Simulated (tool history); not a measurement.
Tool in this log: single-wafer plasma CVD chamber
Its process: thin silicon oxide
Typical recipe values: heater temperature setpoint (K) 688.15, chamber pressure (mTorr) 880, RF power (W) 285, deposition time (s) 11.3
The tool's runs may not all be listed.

| run | hour | heater temperature setpoint (K) | chamber pressure (mTorr) | RF power (W) | deposition time (s) | read-back reference wafer on the same gauge, thickness_nm | mean film thickness on the monitor wafer (Å) |
|---|---|---|---|---|---|---|---|
| 1 | 0.0 | 681.15 | 880 | 285 | 11.3 | 20.405 | 223.68 |
| 2 | 30.5 | 681.15 | 880 | 285 | 11.3 | 20.436 | 224.80 |
| 3 | 66.2 | 681.15 | 880 | 285 | 11.3 | 20.437 | 224.37 |
| 4 | 94.8 | 688.15 | 880 | 285 | 11.3 | 20.426 | 223.59 |
|  | 122.8 | showerhead replaced |
|  | 166.5 | gauge calibrated |
| 5 | 188.4 | 688.15 | 880 | 285 | 11.3 | 20.253 | 220.15 |
|  | 199.9 | RF generator calibrated |
| 6 | 204.9 | 688.15 | 880 | 285 | 11.3 | 20.285 | 221.56 |
|  | 220.1 | capacitance manometer re-zeroed and calibrated |
|  | 223.0 | thermocouple changed; heater temperature recalibrated |
| 7 | 238.3 | 688.15 | 880 | 285 | 11.3 | 20.341 | 222.86 |
| 8 | 251.8 | 688.15 | 880 | 285 | 12.8 | 20.362 | 252.04 |
| 9 | 272.4 | 700.15 | 880 | 310 | 13.4 | 20.370 | 273.42 |
| 10 | 291.1 | 688.15 | 880 | 285 | 11.3 | 20.402 | 224.17 |
| 11 | 323.6 | 702.15 | 880 | 285 | 13.5 | 20.423 | 265.04 |
| 12 | 349.0 | 688.15 | 880 | 285 | 11.3 | 20.422 | 224.02 |
| 13 | 384.7 | 688.15 | 880 | 285 | 9.2 | 20.443 | 182.05 |
| 14 | 400.9 | 675.15 | 684 | 245 | 11.3 | 20.448 | 168.53 |

Had the tool no unlogged condition, and each run kept its random variation, what would the results have been?
Unlogged tool condition in this case: wafer temperature above the value expected at the setpoint (K); delivered RF power above the setpoint (%); true pressure above the setpoint (%); gauge reads high (%).
| run | mean film thickness on the monitor wafer (Å) |
|---|---|
| 1 | 221.41 |
| 2 | 222.37 |
| 3 | 221.81 |
| 4 | 220.96 |
| 5 | 219.60 |
| 6 | 220.66 |
| 7 | 221.39 |
| 8 | 250.16 |
| 9 | 271.08 |
| 10 | 222.06 |
| 11 | 262.25 |
| 12 | 221.50 |
| 13 | 179.87 |
| 14 | 166.47 |
